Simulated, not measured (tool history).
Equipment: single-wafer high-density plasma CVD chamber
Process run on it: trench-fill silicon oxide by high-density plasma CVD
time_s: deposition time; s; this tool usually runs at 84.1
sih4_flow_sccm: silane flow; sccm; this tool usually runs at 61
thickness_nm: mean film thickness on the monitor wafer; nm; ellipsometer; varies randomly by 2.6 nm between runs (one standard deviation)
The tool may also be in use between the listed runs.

run    hour  time_s  sih4_flow_sccm  read-back reference wafer on the same gauge, thickness_nm  thickness_nm
  1     0.0    84.1              65                                                    487.930       527.985
  2    63.5    84.1              65                                                    487.762       526.090
  3   153.8    94.2              65                                                    488.495       588.355
  4   221.0    94.2              65                                                    487.483       590.381
  5   282.6    84.1              61                                                    487.908       495.311
  6   350.8    84.1              68                                                    487.241       547.393
  7   447.4    84.1              54                                                    487.108       438.851
  8   486.2    84.1              54                                                    488.390       439.308
  9   594.1    84.1              61                                                    488.259       498.553
 10   633.9    89.2              61                                                    487.987       522.748
 11   676.0    89.2              61                                                    486.923       527.937
 12   768.0    89.2              61                                                    487.934       528.324
 13   874.8    88.0              61                                                    487.320       517.315
 14   940.4    72.2              61                                                    488.052       428.552
 15  1019.5    76.7              66                                                    487.862       487.572
 16  1091.5    71.3              70                                                    488.465       483.912
     1114.0  -- gauge calibrated
     1132.4  -- silane flow controller replaced
 17  1185.3    79.0              69                                                    488.006       502.578
 18  1236.0    69.7              61                                                    487.749       395.905
 19  1316.6    84.1              61                                                    488.377       482.962
 20  1418.2    84.1              61                                                    488.191       480.788
 21  1493.0    78.4              51                                                    487.666       377.129
 22  1569.6    84.1              61                                                    487.404       483.891
 23  1635.4    98.3              68                                                    487.559       633.496
 24  1673.3    77.9              61                                                    489.013       450.901
 25  1766.3    68.3              61                                                    487.582       399.389
 26  1858.3    97.5              61                                                    487.889       575.619
 27  1957.1    84.1              49                                                    488.855       397.507
 28  2060.5    84.1              50                                                    487.268       407.109
 29  2137.5    68.3              58                                                    487.658       381.562

What if the next run were any one of these 5? Each begins from the tool's condition after run 29:
  A  2137.9    84.1              53                                                          ?             ?
  B  2137.9    92.1              66                                                          ?             ?
  C  2137.9    77.6              61                                                          ?             ?
  D  2137.9    96.7              49                                                          ?             ?
  E  2137.9    72.0              51                                                          ?             ?

run  read-back reference wafer on the same gauge, thickness_nm  thickness_nm
  A                                                    486.791       429.595
  B                                                    486.791       585.856
  C                                                    486.791       456.225
  D                                                    486.791       456.678
  E                                                    486.791       353.908
What these runs would have given with no unlogged condition in the tool:
run  thickness_nm
  A       409.805
  B       558.868
  C       435.208
  D       435.640
  E       337.604
